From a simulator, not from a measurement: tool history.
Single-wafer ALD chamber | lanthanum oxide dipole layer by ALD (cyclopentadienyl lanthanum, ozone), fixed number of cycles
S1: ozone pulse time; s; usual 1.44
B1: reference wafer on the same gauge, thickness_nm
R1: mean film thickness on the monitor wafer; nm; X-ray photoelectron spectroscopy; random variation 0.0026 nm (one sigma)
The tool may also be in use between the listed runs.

| run | hour | S1 | B1 | R1 |
|---|---|---|---|---|
| 1 | 0.0 | 1.75 | 0.499 | 0.494 |
| 2 | 14.8 | 1.75 | 0.499 | 0.490 |
| 3 | 25.5 | 1.44 | 0.499 | 0.462 |
| 4 | 37.3 | 1.44 | 0.499 | 0.460 |
| 5 | 51.2 | 1.79 | 0.499 | 0.490 |
| 6 | 66.4 | 1.79 | 0.499 | 0.493 |
| 7 | 81.8 | 1.79 | 0.500 | 0.490 |
| 8 | 98.7 | 1.68 | 0.499 | 0.484 |
| 9 | 105.7 | 1.89 | 0.500 | 0.503 |
| 10 | 114.5 | 1.89 | 0.499 | 0.500 |
| 11 | 127.4 | 1.89 | 0.499 | 0.502 |
| 12 | 139.1 | 1.44 | 0.500 | 0.461 |
|  | 153.3 | ozone generator serviced |
|  | 157.1 | thermocouple changed; heater temperature recalibrated |
| 13 | 157.6 | 1.44 | 0.499 | 0.392 |
| 14 | 165.4 | 1.44 | 0.499 | 0.395 |
| 15 | 176.8 | 1.70 | 0.499 | 0.432 |
|  | 194.1 | gauge calibrated |
|  | 194.3 | showerhead replaced |
| 16 | 194.8 | 1.26 | 0.498 | 0.354 |
| 17 | 198.2 | 1.75 | 0.499 | 0.431 |
| 18 | 204.9 | 1.19 | 0.498 | 0.336 |
| 19 | 218.1 | 1.76 | 0.501 | 0.425 |
|  | 233.1 | ozone generator serviced, repeated, since the last time left the tool worse |
| 20 | 233.6 | 1.44 | 0.497 | 0.500 |
| 21 | 245.2 | 1.84 | 0.499 | 0.524 |
| 22 | 255.0 | 1.44 | 0.499 | 0.503 |
| 23 | 265.3 | 1.65 | 0.498 | 0.514 |
| 24 | 278.2 | 1.44 | 0.498 | 0.498 |
| 25 | 285.1 | 1.44 | 0.499 | 0.501 |
| 26 | 300.9 | 1.64 | 0.500 | 0.510 |
| 27 | 318.8 | 1.92 | 0.499 | 0.519 |
| 28 | 332.8 | 1.20 | 0.500 | 0.473 |
| 29 | 339.6 | 1.04 | 0.499 | 0.440 |
| 30 | 357.5 | 1.92 | 0.498 | 0.518 |
| 31 | 365.0 | 1.77 | 0.499 | 0.513 |
| 32 | 373.3 | 1.44 | 0.499 | 0.494 |
| 33 | 391.1 | 1.89 | 0.499 | 0.518 |

5 ways to go on from here, each from the tool as it stands after run 33. What would each give?
| A | 391.5 | 1.44 | ? | ? |
| B | 391.5 | 1.98 | ? | ? |
| C | 391.5 | 1.94 | ? | ? |
| D | 391.5 | 1.28 | ? | ? |
| E | 391.5 | 1.29 | ? | ? |

| run | B1 | R1 |
|---|---|---|
| A | 0.499 | 0.491 |
| B | 0.499 | 0.518 |
| C | 0.499 | 0.517 |
| D | 0.499 | 0.475 |
| E | 0.499 | 0.476 |
Without the tool's hidden state the same runs would have given:
| run | R1 |
|---|---|
| A | 0.499 |
| B | 0.521 |
| C | 0.521 |
| D | 0.485 |
| E | 0.486 |
